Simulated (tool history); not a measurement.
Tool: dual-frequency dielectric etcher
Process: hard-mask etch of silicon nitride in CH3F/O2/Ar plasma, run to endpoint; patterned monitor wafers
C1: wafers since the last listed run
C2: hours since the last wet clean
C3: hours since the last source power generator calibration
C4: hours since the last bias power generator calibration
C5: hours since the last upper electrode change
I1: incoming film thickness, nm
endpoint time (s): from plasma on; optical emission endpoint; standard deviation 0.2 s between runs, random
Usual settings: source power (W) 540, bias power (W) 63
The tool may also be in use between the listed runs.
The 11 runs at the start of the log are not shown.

{"run": 12, "hour": 604.6, "source power (W)": 620, "bias power (W)": 57, "C1": 441, "C2": 80.7, "C3": 285.8, "C4": 328.7, "C5": 4955.5, "I1": 33.99, "endpoint time (s)": 48.2}
{"run": 13, "hour": 648.4, "source power (W)": 540, "bias power (W)": 53, "C1": 323, "C2": 124.5, "C3": 329.6, "C4": 372.5, "C5": 4999.3, "I1": 33.56, "endpoint time (s)": 49.8}
{"run": 14, "hour": 714.5, "source power (W)": 540, "bias power (W)": 63, "C1": 488, "C2": 190.6, "C3": 395.7, "C4": 438.6, "C5": 5065.4, "I1": 33.75, "endpoint time (s)": 47.9}
{"run": 15, "hour": 746.6, "source power (W)": 540, "bias power (W)": 63, "C1": 237, "C2": 222.7, "C3": 427.8, "C4": 470.7, "C5": 5097.5, "I1": 33.75, "endpoint time (s)": 48.6}
{"run": 16, "hour": 771.0, "source power (W)": 540, "bias power (W)": 63, "C1": 180, "C2": 247.1, "C3": 452.2, "C4": 495.1, "C5": 5121.9, "I1": 33.82, "endpoint time (s)": 48.5}
{"hour": 807.8, "done": "upper electrode replaced"}
{"run": 17, "hour": 813.3, "source power (W)": 540, "bias power (W)": 68, "C1": 135, "C2": 289.4, "C3": 494.5, "C4": 537.4, "C5": 5.5, "I1": 33.87, "endpoint time (s)": 47.3}
{"run": 18, "hour": 845.0, "source power (W)": 440, "bias power (W)": 63, "C1": 234, "C2": 321.1, "C3": 526.2, "C4": 569.1, "C5": 37.2, "I1": 34.02, "endpoint time (s)": 51}
{"run": 19, "hour": 877.7, "source power (W)": 540, "bias power (W)": 63, "C1": 241, "C2": 353.8, "C3": 558.9, "C4": 601.8, "C5": 69.9, "I1": 33.95, "endpoint time (s)": 48.3}
{"run": 20, "hour": 912.6, "source power (W)": 540, "bias power (W)": 63, "C1": 258, "C2": 388.7, "C3": 593.8, "C4": 636.7, "C5": 104.8, "I1": 33.98, "endpoint time (s)": 48}
{"run": 21, "hour": 963.4, "source power (W)": 460, "bias power (W)": 70, "C1": 375, "C2": 439.5, "C3": 644.6, "C4": 687.5, "C5": 155.6, "I1": 33.94, "endpoint time (s)": 48.6}
{"hour": 994.7, "done": "wet clean of the chamber"}
{"run": 22, "hour": 1028.3, "source power (W)": 640, "bias power (W)": 71, "C1": 302, "C2": 33.6, "C3": 709.5, "C4": 752.4, "C5": 220.5, "I1": 33.72, "endpoint time (s)": 44.6}
{"run": 23, "hour": 1094.9, "source power (W)": 670, "bias power (W)": 76, "C1": 492, "C2": 100.2, "C3": 776.1, "C4": 819, "C5": 287.1, "I1": 33.83, "endpoint time (s)": 43.5}
{"run": 24, "hour": 1145.7, "source power (W)": 420, "bias power (W)": 68, "C1": 375, "C2": 151, "C3": 826.9, "C4": 869.8, "C5": 337.9, "I1": 33.73, "endpoint time (s)": 49.8}
{"run": 25, "hour": 1185.2, "source power (W)": 540, "bias power (W)": 52, "C1": 292, "C2": 190.5, "C3": 866.4, "C4": 909.3, "C5": 377.4, "I1": 33.93, "endpoint time (s)": 51.2}
{"run": 26, "hour": 1250.8, "source power (W)": 540, "bias power (W)": 63, "C1": 485, "C2": 256.1, "C3": 932, "C4": 974.9, "C5": 443, "I1": 34.08, "endpoint time (s)": 48.5}
{"run": 27, "hour": 1276.8, "source power (W)": 420, "bias power (W)": 57, "C1": 192, "C2": 282.1, "C3": 958, "C4": 1000.9, "C5": 469, "I1": 33.73, "endpoint time (s)": 52.1}
{"run": 28, "hour": 1324.6, "source power (W)": 540, "bias power (W)": 78, "C1": 353, "C2": 329.9, "C3": 1005.8, "C4": 1048.7, "C5": 516.8, "I1": 34.12, "endpoint time (s)": 45.8}
{"run": 29, "hour": 1389.0, "source power (W)": 540, "bias power (W)": 79, "C1": 476, "C2": 394.3, "C3": 1070.2, "C4": 1113.1, "C5": 581.2, "I1": 33.91, "endpoint time (s)": 45.9}
{"hour": 1460.4, "done": "wet clean of the chamber"}
{"run": 30, "hour": 1460.9, "source power (W)": 540, "bias power (W)": 56, "C1": 354, "C2": 0.5, "C3": 1142.1, "C4": 1185, "C5": 653.1, "I1": 33.46, "endpoint time (s)": 49.4}

What does the tool deliver on the next run?
{"run": 31, "hour": 1487.9, "source power (W)": 590, "bias power (W)": 74, "C1": 199, "C2": 27.5, "C3": 1169.1, "C4": 1212, "C5": 680.1, "I1": 34.27, "endpoint time (s)": "?"}

Run 31 came out at endpoint time (s) 46.
On a tool with no hidden condition, and with the same random variation, this run would have come out at endpoint time (s) 46.
